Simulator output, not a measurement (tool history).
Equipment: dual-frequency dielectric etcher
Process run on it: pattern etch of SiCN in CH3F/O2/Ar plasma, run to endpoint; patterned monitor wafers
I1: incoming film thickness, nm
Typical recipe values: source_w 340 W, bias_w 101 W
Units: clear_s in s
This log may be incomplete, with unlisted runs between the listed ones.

{"run": 1, "day": 0.0, "source_w": 380, "bias_w": 101, "I1": 7.33, "clear_s": 16.5}
{"run": 2, "day": 1.675, "source_w": 340, "bias_w": 101, "I1": 7.37, "clear_s": 17.1}
{"run": 3, "day": 3.546, "source_w": 340, "bias_w": 101, "I1": 7.43, "clear_s": 17.5}
{"run": 4, "day": 6.633, "source_w": 340, "bias_w": 101, "I1": 7.34, "clear_s": 17.5}
{"run": 5, "day": 9.321, "source_w": 340, "bias_w": 90, "I1": 7.4, "clear_s": 18.5}
{"run": 6, "day": 12.4, "source_w": 340, "bias_w": 90, "I1": 7.38, "clear_s": 18.2}
{"day": 14.404, "done": "wet clean of the chamber"}
{"run": 7, "day": 14.612, "source_w": 340, "bias_w": 90, "I1": 7.44, "clear_s": 19.2}
{"run": 8, "day": 16.858, "source_w": 340, "bias_w": 101, "I1": 7.43, "clear_s": 18.2}
{"run": 9, "day": 18.842, "source_w": 340, "bias_w": 101, "I1": 7.39, "clear_s": 17.9}
{"run": 10, "day": 22.467, "source_w": 340, "bias_w": 101, "I1": 7.48, "clear_s": 17.9}
{"run": 11, "day": 24.404, "source_w": 400, "bias_w": 110, "I1": 7.41, "clear_s": 15.5}
{"run": 12, "day": 28.112, "source_w": 400, "bias_w": 110, "I1": 7.37, "clear_s": 15.6}
{"day": 28.821, "done": "bias power generator calibrated"}
{"run": 13, "day": 30.508, "source_w": 400, "bias_w": 110, "I1": 7.43, "clear_s": 15.5}
{"run": 14, "day": 32.208, "source_w": 380, "bias_w": 111, "I1": 7.44, "clear_s": 15.7}
{"run": 15, "day": 35.875, "source_w": 390, "bias_w": 91, "I1": 7.43, "clear_s": 16.9}
{"run": 16, "day": 38.504, "source_w": 370, "bias_w": 111, "I1": 7.35, "clear_s": 15.7}
{"day": 40.992, "done": "wet clean of the chamber"}
{"run": 17, "day": 41.204, "source_w": 270, "bias_w": 78, "I1": 7.46, "clear_s": 23.7}
{"run": 18, "day": 43.979, "source_w": 410, "bias_w": 87, "I1": 7.45, "clear_s": 17.4}
{"run": 19, "day": 48.146, "source_w": 410, "bias_w": 117, "I1": 7.36, "clear_s": 14.8}
{"day": 50.108, "done": "upper electrode replaced"}
{"run": 20, "day": 52.517, "source_w": 340, "bias_w": 101, "I1": 7.39, "clear_s": 17.5}
{"run": 21, "day": 55.642, "source_w": 340, "bias_w": 101, "I1": 7.39, "clear_s": 17.4}
{"run": 22, "day": 59.175, "source_w": 390, "bias_w": 117, "I1": 7.44, "clear_s": 15.3}
{"run": 23, "day": 61.375, "source_w": 380, "bias_w": 101, "I1": 7.41, "clear_s": 16.5}
{"day": 63.129, "done": "source power generator calibrated"}
{"run": 24, "day": 63.979, "source_w": 340, "bias_w": 120, "I1": 7.42, "clear_s": 15.9}
{"day": 66.542, "done": "wet clean of the chamber"}
{"run": 25, "day": 67.596, "source_w": 310, "bias_w": 119, "I1": 7.39, "clear_s": 17.7}
{"run": 26, "day": 69.279, "source_w": 340, "bias_w": 101, "I1": 7.37, "clear_s": 18.2}
{"run": 27, "day": 71.025, "source_w": 380, "bias_w": 92, "I1": 7.53, "clear_s": 18.0}
{"run": 28, "day": 75.354, "source_w": 340, "bias_w": 90, "I1": 7.37, "clear_s": 19.0}
{"run": 29, "day": 79.446, "source_w": 340, "bias_w": 86, "I1": 7.46, "clear_s": 19.5}
{"run": 30, "day": 83.317, "source_w": 290, "bias_w": 101, "I1": 7.38, "clear_s": 19.1}
{"run": 31, "day": 93.842, "source_w": 340, "bias_w": 76, "I1": 7.45, "clear_s": 20.1}
{"day": 96.129, "done": "wet clean of the chamber"}
{"run": 32, "day": 97.625, "source_w": 340, "bias_w": 101, "I1": 7.32, "clear_s": 17.8}
{"run": 33, "day": 100.379, "source_w": 340, "bias_w": 101, "I1": 7.43, "clear_s": 18.0}
{"run": 34, "day": 103.979, "source_w": 340, "bias_w": 83, "I1": 7.28, "clear_s": 19.3}
{"run": 35, "day": 108.375, "source_w": 340, "bias_w": 101, "I1": 7.4, "clear_s": 17.3}
{"run": 36, "day": 110.825, "source_w": 300, "bias_w": 86, "I1": 7.39, "clear_s": 20.3}

Predict each of these 3 candidate next runs independently; none follows another, all start after run 36:
{"run": "A", "day": 110.842, "source_w": 340, "bias_w": 101, "I1": 7.34, "clear_s": "?"}
{"run": "B", "day": 110.842, "source_w": 370, "bias_w": 118, "I1": 7.34, "clear_s": "?"}
{"run": "C", "day": 110.842, "source_w": 370, "bias_w": 94, "I1": 7.34, "clear_s": "?"}

run=A clear_s=17.3
run=B clear_s=15.3
run=C clear_s=17.1
With no hidden state in the tool, these same runs would have given:
run=A clear_s=17.8
run=B clear_s=15.8
run=C clear_s=17.6

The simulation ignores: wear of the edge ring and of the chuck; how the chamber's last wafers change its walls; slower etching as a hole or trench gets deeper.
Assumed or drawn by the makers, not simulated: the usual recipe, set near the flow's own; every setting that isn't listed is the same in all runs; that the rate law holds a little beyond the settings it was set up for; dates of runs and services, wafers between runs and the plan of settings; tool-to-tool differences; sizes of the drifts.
